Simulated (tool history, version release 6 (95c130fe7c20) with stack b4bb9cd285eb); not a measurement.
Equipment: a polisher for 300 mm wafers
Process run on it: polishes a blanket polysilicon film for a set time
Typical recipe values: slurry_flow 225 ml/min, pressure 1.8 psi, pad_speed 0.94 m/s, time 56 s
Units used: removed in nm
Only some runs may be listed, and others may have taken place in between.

run,day,slurry_flow,pressure,pad_speed,time,"incoming thickness of the incoming film, nm",removed
1,0,270,1.8,0.94,56,1085.6,234.5
# day 1.188: worn pad replaced by a new one
2,2.142,270,1.8,0.94,56,1073.6,244.7
3,3.971,225,1.8,0.94,56,1071.5,237
4,6.888,225,1.8,0.94,56,1054.1,242.1
5,8.5,225,1.8,0.94,56,1061.9,229.3
6,11.408,225,1.8,0.94,56,1072.6,236.5
# day 13.242: head pressure recalibrated
7,14.321,225,1.8,0.94,56,1069.4,227.3
8,15.688,225,1.8,0.94,56,1070.1,232.2
# day 16.779: worn pad replaced by a new one, of another model than before
9,16.8,225,1.8,0.94,56,1051.4,244.6
10,18.729,225,1.4,0.94,56,1067.4,209.3
11,20.146,225,2.1,0.94,56,1061.4,260.6
12,21.758,225,1.8,1.14,56,1061.3,272.5
# day 22.292: slurry nozzle cleaned
13,23.3,225,1.8,1.14,56,1062.9,262.3
14,25.579,265,1.8,0.94,56,1052.3,239.9
15,28.038,225,1.6,0.94,56,1059.5,215.6
16,29.179,185,1.8,0.94,56,1058.3,227.1
17,31.446,285,1.3,1.2,42,1085.5,176.6
18,32.829,225,1.8,0.78,56,1066.7,204.2
# day 34: worn pad replaced by a new one
19,34.738,225,2.2,0.94,56,1080.4,269.5
20,36.925,225,1.8,0.94,56,1060.9,237
# day 38.783: head pressure recalibrated
21,39.588,225,1.8,0.94,56,1072.5,234.3
22,40.829,270,1.6,0.94,56,1087.4,224.8
# day 42.921: slurry nozzle cleaned
23,43.271,225,1.8,0.94,43,1072.6,176.6
24,44.45,225,1.8,0.76,62,1072.4,224.3
25,45.588,225,1.5,0.94,56,1055.4,207.9
26,47.654,225,1.8,0.94,56,1061.1,233.2
27,48.725,175,1.3,0.94,63,1067.5,211.3
# day 49.312: worn pad replaced by a new one
28,50.517,280,1.8,0.94,56,1065.4,241
29,52.429,225,1.8,0.78,67,1076.4,254.6
30,55.158,225,1.8,0.94,56,1070.5,234.7
31,57.346,225,1.6,0.94,75,1075.1,292.9
# day 62.817: slurry nozzle cleaned
32,62.838,270,1.8,0.68,39,1090.5,135.1
33,65.258,225,1.8,0.94,63,1053.5,254.2
34,66.317,225,1.8,0.84,56,1088.9,219.7
# day 66.45: head pressure recalibrated
# day 66.621: worn pad replaced by a new one
35,68.633,180,1.8,1.1,56,1069.8,259.5
36,71.138,225,1.8,0.94,56,1086.7,237.3

Difference, measured minus no-hidden-state, one row per run. Run-to-run variation is common to both terms; the gauge's own scatter need not be:
Hidden conditions of the tool in this case: removal rate lost through wear of the pad, %; slurry flow missing at the pad, %; deviation of the head's pressure from its setpoint, %.
run,removed
1,-15.6
2,-2.6
3,-5.8
4,-9.5
5,-10.3
6,-12.3
7,-12.8
8,-13.4
9,-1
10,-4.4
11,-7.9
12,-10.4
13,-11.8
14,-12.3
15,-12.1
16,-13.1
17,-10.6
18,-12.4
19,-3.3
20,-6.8
21,-10
22,-10.6
23,-9.5
24,-12.6
25,-12
26,-14
27,-13
28,-2.7
29,-6.4
30,-9
31,-13.4
32,-7.5
33,-14.5
34,-12.7
35,-5.6
36,-8.8

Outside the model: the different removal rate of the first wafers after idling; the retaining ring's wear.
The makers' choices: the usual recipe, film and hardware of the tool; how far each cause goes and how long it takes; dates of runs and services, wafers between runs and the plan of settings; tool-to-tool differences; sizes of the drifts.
